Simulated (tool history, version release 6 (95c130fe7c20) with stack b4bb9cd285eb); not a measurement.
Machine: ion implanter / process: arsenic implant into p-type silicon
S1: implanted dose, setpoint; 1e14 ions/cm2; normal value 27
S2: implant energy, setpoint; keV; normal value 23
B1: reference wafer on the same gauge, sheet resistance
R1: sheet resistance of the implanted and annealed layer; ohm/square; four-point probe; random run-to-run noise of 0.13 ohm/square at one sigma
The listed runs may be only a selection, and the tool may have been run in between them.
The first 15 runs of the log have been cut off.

| run | day | S1 | S2 | B1 | R1 |
|---|---|---|---|---|---|
| 16 | 7.846 | 27 | 23 | 98.12 | 88.09 |
|  | 9.608 | extraction supply calibrated |
| 17 | 9.629 | 27 | 25.5 | 98.1 | 84.47 |
| 18 | 10 | 27 | 25.5 | 98.08 | 84.63 |
| 19 | 10.408 | 27 | 23 | 98.1 | 88.3 |
| 20 | 11.117 | 23.35 | 20.5 | 98.08 | 93.92 |
| 21 | 11.379 | 23.74 | 23 | 98.07 | 90.04 |
| 22 | 11.667 | 27 | 23 | 98.07 | 88.25 |
| 23 | 12.146 | 30.24 | 27.5 | 98.07 | 80.72 |
|  | 12.692 | gauge calibrated |
| 24 | 14.029 | 34.81 | 25.5 | 98.09 | 81.5 |
| 25 | 14.471 | 27 | 23 | 98.05 | 87.82 |
| 26 | 14.888 | 27 | 23 | 98.07 | 88.25 |
| 27 | 15.333 | 27 | 23 | 98.11 | 88.22 |
| 28 | 15.796 | 30.53 | 27 | 98.1 | 81.4 |

Run 29 is up next; what results do you expect?
| 29 | 16.304 | 22.46 | 17.5 | ? | ? |

{"run 29": {"B1": 98.07, "R1": 99.48}}
Had the tool carried no hidden state, the very same run would have given R1 99.48 ohm/square.

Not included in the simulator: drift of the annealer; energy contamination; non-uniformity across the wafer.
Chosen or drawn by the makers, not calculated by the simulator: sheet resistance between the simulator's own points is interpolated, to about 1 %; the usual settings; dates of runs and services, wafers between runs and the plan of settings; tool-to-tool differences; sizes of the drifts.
